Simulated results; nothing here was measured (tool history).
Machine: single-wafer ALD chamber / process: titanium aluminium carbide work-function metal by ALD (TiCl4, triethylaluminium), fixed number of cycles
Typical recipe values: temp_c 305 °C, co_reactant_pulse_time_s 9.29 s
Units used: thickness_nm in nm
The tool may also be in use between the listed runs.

run    hour  temp_c  co_reactant_pulse_time_s  read-back reference wafer on the same gauge, thickness_nm  thickness_nm
  1       0     305                      9.29                                                      2.121         1.806
  2    38.5     305                      9.29                                                      2.121           1.8
       53.4  -- gauge calibrated
  3    64.8     305                      9.29                                                      2.122         1.811
  4    93.1     305                      9.29                                                      2.118         1.807
  5   192.8     298                      9.29                                                      2.119         1.748
      265.4  -- showerhead replaced
      272.5  -- thermocouple changed; heater temperature recalibrated
  6     279     298                      9.29                                                       2.12         1.724
      310.7  -- triethylaluminium bottle replaced
  7   317.1     298                      9.29                                                       2.12         1.855
  8   350.6     305                      9.29                                                      2.118         1.907
  9     385     305                      9.29                                                      2.118         1.924
 10   412.5     305                      9.29                                                      2.119         1.907
 11   468.9     317                      10.4                                                      2.123         2.004
 12   513.4     316                      9.29                                                      2.122         1.981
 13   583.8     305                      6.68                                                      2.117         1.783
 14     648     295                     11.16                                                      2.121         1.856
 15   711.6     317                     10.92                                                      2.119         2.027
 16   764.4     305                      9.29                                                      2.118         1.905
 17   816.1     305                      9.29                                                       2.12         1.884
 18   876.2     300                      5.96                                                      2.121          1.67
 19   905.7     305                      9.29                                                      2.117         1.896
 20   953.9     295                      7.12                                                      2.119         1.733
 21   996.3     295                     12.02                                                       2.12         1.885
 22  1064.3     291                      6.68                                                       2.12         1.689
 23  1111.4     293                      6.99                                                      2.123         1.703
 24  1145.1     291                     11.23                                                      2.121         1.835
 25  1197.9     305                     12.21                                                      2.117         1.953
     1339.2  -- thermocouple changed; heater temperature recalibrated
 26  1341.8     300                      9.29                                                       2.12         1.851
 27  1532.1     319                     11.42                                                      2.119         2.032
 28  1584.2     305                      9.29                                                      2.119         1.874
 29  1630.8     290                     10.33                                                      2.118         1.779
 30    1683     305                      9.29                                                      2.116         1.841
     1717.5  -- gauge calibrated
 31  1749.7     305                      9.29                                                      2.124         1.849
 32  1775.1     317                     10.92                                                      2.119         1.981
 33  1844.8     315                     12.35                                                      2.119             2

What if the next run were any one of these 4? Each begins from the tool's condition after run 33:
  A  1845.2     305                     10.26                                                          ?             ?
  B  1845.2     298                      6.21                                                          ?             ?
  C  1845.2     319                      9.29                                                          ?             ?
  D  1845.2     305                     10.34                                                          ?             ?

run  read-back reference wafer on the same gauge, thickness_nm  thickness_nm
  A                                                       2.12         1.874
  B                                                       2.12         1.601
  C                                                       2.12         1.936
  D                                                       2.12         1.876
What these runs would have given with no unlogged condition in the tool:
run  thickness_nm
  A         1.938
  B         1.727
  C         2.017
  D         1.939

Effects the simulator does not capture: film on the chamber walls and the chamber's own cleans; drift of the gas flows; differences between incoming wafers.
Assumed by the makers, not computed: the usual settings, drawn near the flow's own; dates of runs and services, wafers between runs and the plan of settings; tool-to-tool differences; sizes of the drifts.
